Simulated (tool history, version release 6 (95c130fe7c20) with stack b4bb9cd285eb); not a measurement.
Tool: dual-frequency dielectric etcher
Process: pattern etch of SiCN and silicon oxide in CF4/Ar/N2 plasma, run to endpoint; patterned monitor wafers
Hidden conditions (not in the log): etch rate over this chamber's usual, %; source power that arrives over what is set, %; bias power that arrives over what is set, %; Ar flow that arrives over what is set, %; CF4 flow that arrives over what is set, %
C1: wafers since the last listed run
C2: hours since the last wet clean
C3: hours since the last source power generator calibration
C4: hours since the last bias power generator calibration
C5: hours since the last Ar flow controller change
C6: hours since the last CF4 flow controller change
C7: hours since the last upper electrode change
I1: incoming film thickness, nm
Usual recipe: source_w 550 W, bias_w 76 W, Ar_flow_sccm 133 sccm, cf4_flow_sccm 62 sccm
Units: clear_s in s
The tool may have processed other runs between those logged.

run 1 hour=0 | source_w=550 bias_w=64 Ar_flow_sccm=133 cf4_flow_sccm=62 | C1=0 C2=9.1 C3=1539.4 C4=2118.5 C5=2070.6 C6=1893 C7=4381.1 | I1=11.27 | clear_s=14.4
run 2 hour=18.2 | source_w=550 bias_w=64 Ar_flow_sccm=133 cf4_flow_sccm=62 | C1=214 C2=27.3 C3=1557.6 C4=2136.7 C5=2088.8 C6=1911.2 C7=4399.3 | I1=11.39 | clear_s=14.5
run 3 hour=94.4 | source_w=550 bias_w=76 Ar_flow_sccm=133 cf4_flow_sccm=62 | C1=897 C2=103.5 C3=1633.8 C4=2212.9 C5=2165 C6=1987.4 C7=4475.5 | I1=11.36 | clear_s=13.1
run 4 hour=118.9 | source_w=550 bias_w=76 Ar_flow_sccm=133 cf4_flow_sccm=62 | C1=288 C2=128 C3=1658.3 C4=2237.4 C5=2189.5 C6=2011.9 C7=4500 | I1=11.46 | clear_s=13.3
run 5 hour=147.5 | source_w=550 bias_w=76 Ar_flow_sccm=133 cf4_flow_sccm=62 | C1=336 C2=156.6 C3=1686.9 C4=2266 C5=2218.1 C6=2040.5 C7=4528.6 | I1=11.28 | clear_s=13.2
-- hour=179.9 CF4 flow controller replaced
-- hour=179.9 upper electrode replaced, of another model than before
run 6 hour=180.4 | source_w=550 bias_w=76 Ar_flow_sccm=133 cf4_flow_sccm=62 | C1=316 C2=189.5 C3=1719.8 C4=2298.9 C5=2251 C6=0.5 C7=0.5 | I1=11.45 | clear_s=13.4
run 7 hour=192.9 | source_w=580 bias_w=76 Ar_flow_sccm=133 cf4_flow_sccm=62 | C1=147 C2=202 C3=1732.3 C4=2311.4 C5=2263.5 C6=13 C7=13 | I1=11.35 | clear_s=12.9
run 8 hour=217 | source_w=580 bias_w=76 Ar_flow_sccm=133 cf4_flow_sccm=62 | C1=283 C2=226.1 C3=1756.4 C4=2335.5 C5=2287.6 C6=37.1 C7=37.1 | I1=11.49 | clear_s=13.1
run 9 hour=246.2 | source_w=550 bias_w=76 Ar_flow_sccm=133 cf4_flow_sccm=62 | C1=343 C2=255.3 C3=1785.6 C4=2364.7 C5=2316.8 C6=66.3 C7=66.3 | I1=11.35 | clear_s=13.3
-- hour=256.1 Ar flow controller replaced
run 10 hour=269.7 | source_w=550 bias_w=76 Ar_flow_sccm=133 cf4_flow_sccm=62 | C1=206 C2=278.8 C3=1809.1 C4=2388.2 C5=13.6 C6=89.8 C7=89.8 | I1=11.47 | clear_s=13.5
-- hour=292.8 bias power generator calibrated
run 11 hour=327.8 | source_w=450 bias_w=76 Ar_flow_sccm=119 cf4_flow_sccm=62 | C1=637 C2=336.9 C3=1867.2 C4=35 C5=71.7 C6=147.9 C7=147.9 | I1=11.42 | clear_s=15
-- hour=332.3 source power generator calibrated
run 12 hour=350.8 | source_w=450 bias_w=76 Ar_flow_sccm=119 cf4_flow_sccm=62 | C1=223 C2=359.9 C3=18.5 C4=58 C5=94.7 C6=170.9 C7=170.9 | I1=11.44 | clear_s=14.9
-- hour=381 wet clean of the chamber
run 13 hour=381.5 | source_w=550 bias_w=76 Ar_flow_sccm=133 cf4_flow_sccm=62 | C1=78 C2=0.5 C3=49.2 C4=88.7 C5=125.4 C6=201.6 C7=201.6 | I1=11.33 | clear_s=13.2
run 14 hour=402.2 | source_w=550 bias_w=76 Ar_flow_sccm=133 cf4_flow_sccm=62 | C1=243 C2=21.2 C3=69.9 C4=109.4 C5=146.1 C6=222.3 C7=222.3 | I1=11.4 | clear_s=13.2
run 15 hour=423.1 | source_w=550 bias_w=71 Ar_flow_sccm=133 cf4_flow_sccm=49 | C1=246 C2=42.1 C3=90.8 C4=130.3 C5=167 C6=243.2 C7=243.2 | I1=11.47 | clear_s=14.9
run 16 hour=446 | source_w=440 bias_w=76 Ar_flow_sccm=111 cf4_flow_sccm=62 | C1=269 C2=65 C3=113.7 C4=153.2 C5=189.9 C6=266.1 C7=266.1 | I1=11.35 | clear_s=14.6
run 17 hour=479.5 | source_w=550 bias_w=76 Ar_flow_sccm=151 cf4_flow_sccm=62 | C1=394 C2=98.5 C3=147.2 C4=186.7 C5=223.4 C6=299.6 C7=299.6 | I1=11.29 | clear_s=13.5
run 18 hour=509.3 | source_w=650 bias_w=76 Ar_flow_sccm=133 cf4_flow_sccm=62 | C1=351 C2=128.3 C3=177 C4=216.5 C5=253.2 C6=329.4 C7=329.4 | I1=11.28 | clear_s=11.8
run 19 hour=529.1 | source_w=550 bias_w=76 Ar_flow_sccm=133 cf4_flow_sccm=62 | C1=233 C2=148.1 C3=196.8 C4=236.3 C5=273 C6=349.2 C7=349.2 | I1=11.37 | clear_s=13.2
run 20 hour=548.5 | source_w=650 bias_w=76 Ar_flow_sccm=133 cf4_flow_sccm=62 | C1=228 C2=167.5 C3=216.2 C4=255.7 C5=292.4 C6=368.6 C7=368.6 | I1=11.45 | clear_s=11.9
run 21 hour=569.3 | source_w=550 bias_w=62 Ar_flow_sccm=151 cf4_flow_sccm=54 | C1=245 C2=188.3 C3=237 C4=276.5 C5=313.2 C6=389.4 C7=389.4 | I1=11.42 | clear_s=17.7
run 22 hour=582.9 | source_w=550 bias_w=92 Ar_flow_sccm=114 cf4_flow_sccm=72 | C1=160 C2=201.9 C3=250.6 C4=290.1 C5=326.8 C6=403 C7=403 | I1=11.36 | clear_s=10.8
run 23 hour=595.4 | source_w=550 bias_w=91 Ar_flow_sccm=146 cf4_flow_sccm=62 | C1=147 C2=214.4 C3=263.1 C4=302.6 C5=339.3 C6=415.5 C7=415.5 | I1=11.44 | clear_s=11.8

The next listed run, before its measurement:
run 24 hour=621.9 | source_w=500 bias_w=76 Ar_flow_sccm=114 cf4_flow_sccm=48 | C1=312 C2=240.9 C3=289.6 C4=329.1 C5=365.8 C6=442 C7=442 | I1=11.47 | clear_s=?

{"run 24": {"clear_s": 14.3}}
If the tool had no hidden condition, the same run with the same run-to-run variation would have returned clear_s 14.1 s.

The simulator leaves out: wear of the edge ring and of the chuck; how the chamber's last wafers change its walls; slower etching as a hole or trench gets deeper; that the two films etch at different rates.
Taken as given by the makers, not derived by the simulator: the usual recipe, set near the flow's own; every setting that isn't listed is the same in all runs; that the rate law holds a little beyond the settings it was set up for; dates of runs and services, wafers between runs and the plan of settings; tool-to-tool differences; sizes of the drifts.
